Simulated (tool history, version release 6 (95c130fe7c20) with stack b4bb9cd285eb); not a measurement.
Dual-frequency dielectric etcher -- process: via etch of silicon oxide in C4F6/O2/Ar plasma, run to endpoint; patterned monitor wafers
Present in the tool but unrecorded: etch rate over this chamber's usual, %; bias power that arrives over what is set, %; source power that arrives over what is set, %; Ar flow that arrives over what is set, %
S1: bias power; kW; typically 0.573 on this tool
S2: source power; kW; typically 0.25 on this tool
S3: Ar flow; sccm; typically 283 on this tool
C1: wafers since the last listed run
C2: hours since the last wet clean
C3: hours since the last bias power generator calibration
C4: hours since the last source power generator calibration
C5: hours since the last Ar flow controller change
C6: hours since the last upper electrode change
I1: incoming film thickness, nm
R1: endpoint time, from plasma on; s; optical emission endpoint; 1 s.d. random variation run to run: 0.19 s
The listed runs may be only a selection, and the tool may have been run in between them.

| run | day | S1 | S2 | S3 | C1 | C2 | C3 | C4 | C5 | C6 | I1 | R1 |
|---|---|---|---|---|---|---|---|---|---|---|---|---|
| 1 | 0 | 0.573 | 0.25 | 233 | 0 | 0.5 | 2919.7 | 3180.7 | 4566.4 | 2126.5 | 84.7 | 22.7 |
| 2 | 0.854 | 0.573 | 0.25 | 233 | 296 | 21 | 2940.2 | 3201.2 | 4586.9 | 2147 | 84.4 | 22.5 |
| 3 | 2.721 | 0.573 | 0.25 | 233 | 648 | 65.8 | 2985 | 3246 | 4631.7 | 2191.8 | 83.4 | 22.5 |
| 4 | 9.388 | 0.573 | 0.25 | 283 | 2316 | 225.8 | 3145 | 3406 | 4791.7 | 2351.8 | 84.1 | 23.5 |
| 5 | 12.279 | 0.573 | 0.25 | 283 | 1004 | 295.2 | 3214.4 | 3475.4 | 4861.1 | 2421.2 | 84.3 | 23.3 |
| 6 | 15.058 | 0.573 | 0.25 | 283 | 965 | 361.9 | 3281.1 | 3542.1 | 4927.8 | 2487.9 | 85.5 | 24.4 |
|  | 15.908 | bias power generator calibrated |
|  | 18.25 | wet clean of the chamber |
| 7 | 18.271 | 0.573 | 0.25 | 283 | 710 | 0.5 | 56.7 | 3619.2 | 5004.9 | 2565 | 83.6 | 21.2 |
| 8 | 20.4 | 0.573 | 0.25 | 283 | 739 | 51.6 | 107.8 | 3670.3 | 5056 | 2616.1 | 84.8 | 21.8 |
| 9 | 21.575 | 0.573 | 0.27 | 330 | 408 | 79.8 | 136 | 3698.5 | 5084.2 | 2644.3 | 83.6 | 21.3 |
| 10 | 24.054 | 0.573 | 0.25 | 313 | 861 | 139.3 | 195.5 | 3758 | 5143.7 | 2703.8 | 84.6 | 22.1 |
| 11 | 26.25 | 0.573 | 0.22 | 283 | 763 | 192 | 248.2 | 3810.7 | 5196.4 | 2756.5 | 84 | 22.2 |
|  | 27.204 | Ar flow controller replaced |
| 12 | 28.004 | 0.573 | 0.25 | 283 | 522 | 234.1 | 290.3 | 3852.8 | 19.2 | 2798.6 | 84.2 | 22.4 |
|  | 29.983 | wet clean of the chamber, repeated, since the last time left the tool worse |
| 13 | 30.658 | 0.573 | 0.25 | 283 | 574 | 16.2 | 354 | 3916.5 | 82.9 | 2862.3 | 84 | 22.8 |
| 14 | 33.233 | 0.496 | 0.25 | 325 | 894 | 78 | 415.8 | 3978.3 | 144.7 | 2924.1 | 84.5 | 25.5 |
|  | 35.308 | upper electrode replaced |
| 15 | 35.358 | 0.677 | 0.2 | 258 | 390 | 129 | 466.8 | 4029.3 | 195.7 | 1.2 | 84.1 | 22.2 |
| 16 | 37.054 | 0.683 | 0.22 | 223 | 589 | 169.7 | 507.5 | 4070 | 236.4 | 41.9 | 84.6 | 21.3 |
| 17 | 39.508 | 0.573 | 0.25 | 283 | 852 | 228.6 | 566.4 | 4128.9 | 295.3 | 100.8 | 83.9 | 23.8 |
| 18 | 41.925 | 0.622 | 0.29 | 255 | 839 | 286.6 | 624.4 | 4186.9 | 353.3 | 158.8 | 84.1 | 21.7 |
|  | 43.912 | source power generator calibrated |
| 19 | 43.933 | 0.573 | 0.25 | 283 | 640 | 334.8 | 672.6 | 0.5 | 401.5 | 207 | 83.7 | 23.8 |
| 20 | 45.262 | 0.661 | 0.25 | 283 | 461 | 366.7 | 704.5 | 32.4 | 433.4 | 238.9 | 84.4 | 21.8 |
| 21 | 46.5 | 0.698 | 0.29 | 336 | 430 | 396.4 | 734.2 | 62.1 | 463.1 | 268.6 | 84 | 20.8 |

Forecast run 22:
|  | 47.633 | wet clean of the chamber |
| 22 | 48.042 | 0.573 | 0.25 | 216 | 188 | 9.8 | 771.2 | 99.1 | 500.1 | 305.6 | 83.6 | ? |

Logged for run 22: R1 22.2 s.
With no hidden state in the tool, this same run would have given R1 22.2 s.
